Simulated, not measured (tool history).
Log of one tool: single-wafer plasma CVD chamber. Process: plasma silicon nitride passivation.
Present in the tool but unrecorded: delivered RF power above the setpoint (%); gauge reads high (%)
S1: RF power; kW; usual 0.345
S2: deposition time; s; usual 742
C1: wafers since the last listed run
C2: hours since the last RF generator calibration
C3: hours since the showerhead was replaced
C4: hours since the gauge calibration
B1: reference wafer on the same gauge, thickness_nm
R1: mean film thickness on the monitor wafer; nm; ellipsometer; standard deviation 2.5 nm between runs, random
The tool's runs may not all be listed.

| run | hour | S1 | S2 | C1 | C2 | C3 | C4 | B1 | R1 |
|---|---|---|---|---|---|---|---|---|---|
| 1 | 0.0 | 0.345 | 818 | 0 | 863.8 | 3637.7 | 153.8 | 1095.134 | 1056.590 |
| 2 | 34.7 | 0.345 | 818 | 72 | 898.5 | 3672.4 | 188.5 | 1094.792 | 1053.105 |
| 3 | 67.4 | 0.345 | 742 | 68 | 931.2 | 3705.1 | 221.2 | 1094.267 | 961.095 |
| 4 | 87.8 | 0.345 | 742 | 42 | 951.6 | 3725.5 | 241.6 | 1094.409 | 956.525 |
| 5 | 109.5 | 0.345 | 742 | 45 | 973.3 | 3747.2 | 263.3 | 1094.909 | 951.565 |
| 6 | 140.1 | 0.345 | 837 | 64 | 1003.9 | 3777.8 | 293.9 | 1094.527 | 1077.864 |
| 7 | 156.4 | 0.345 | 837 | 34 | 1020.2 | 3794.1 | 310.2 | 1093.938 | 1080.177 |
| 8 | 181.4 | 0.345 | 837 | 52 | 1045.2 | 3819.1 | 335.2 | 1094.886 | 1074.278 |
| 9 | 196.3 | 0.345 | 742 | 31 | 1060.1 | 3834.0 | 350.1 | 1094.122 | 953.701 |
|  | 226.0 | showerhead replaced |
| 10 | 227.7 | 0.345 | 742 | 48 | 1091.5 | 1.7 | 381.5 | 1095.058 | 950.655 |
| 11 | 252.6 | 0.320 | 742 | 52 | 1116.4 | 26.6 | 406.4 | 1095.153 | 927.915 |
|  | 258.9 | gauge calibrated |
| 12 | 272.8 | 0.285 | 781 | 42 | 1136.6 | 46.8 | 13.9 | 1094.233 | 922.923 |
| 13 | 288.7 | 0.320 | 742 | 33 | 1152.5 | 62.7 | 29.8 | 1094.280 | 922.820 |
| 14 | 323.4 | 0.345 | 742 | 72 | 1187.2 | 97.4 | 64.5 | 1093.780 | 951.909 |
| 15 | 348.4 | 0.390 | 642 | 52 | 1212.2 | 122.4 | 89.5 | 1095.144 | 862.438 |
|  | 372.4 | RF generator calibrated |
| 16 | 372.9 | 0.345 | 742 | 34 | 0.5 | 146.9 | 114.0 | 1094.802 | 928.404 |
| 17 | 399.7 | 0.345 | 742 | 56 | 27.3 | 173.7 | 140.8 | 1094.810 | 921.036 |
| 18 | 420.9 | 0.345 | 647 | 44 | 48.5 | 194.9 | 162.0 | 1094.209 | 806.656 |
|  | 479.5 | RF generator calibrated, repeated, since the last time left the tool worse |
| 19 | 500.6 | 0.370 | 665 | 150 | 21.1 | 274.6 | 241.7 | 1094.809 | 886.077 |
| 20 | 536.0 | 0.325 | 804 | 74 | 56.5 | 310.0 | 277.1 | 1092.955 | 1019.640 |
| 21 | 558.4 | 0.345 | 597 | 46 | 78.9 | 332.4 | 299.5 | 1093.919 | 776.588 |

What was the tool's hidden state at every run in the log?
gauge reads high (%): 0 on each run
H1: delivered RF power above the setpoint (%)
| run | H1 |
|---|---|
| 1 | -2.95 |
| 2 | -3.16 |
| 3 | -3.37 |
| 4 | -3.5 |
| 5 | -3.64 |
| 6 | -3.85 |
| 7 | -3.96 |
| 8 | -4.14 |
| 9 | -4.25 |
| 10 | -4.48 |
| 11 | -4.67 |
| 12 | -4.83 |
| 13 | -4.95 |
| 14 | -5.23 |
| 15 | -5.44 |
| 16 | -10.4 |
| 17 | -10.4 |
| 18 | -10.4 |
| 19 | -1.1 |
| 20 | -1.11 |
| 21 | -1.12 |
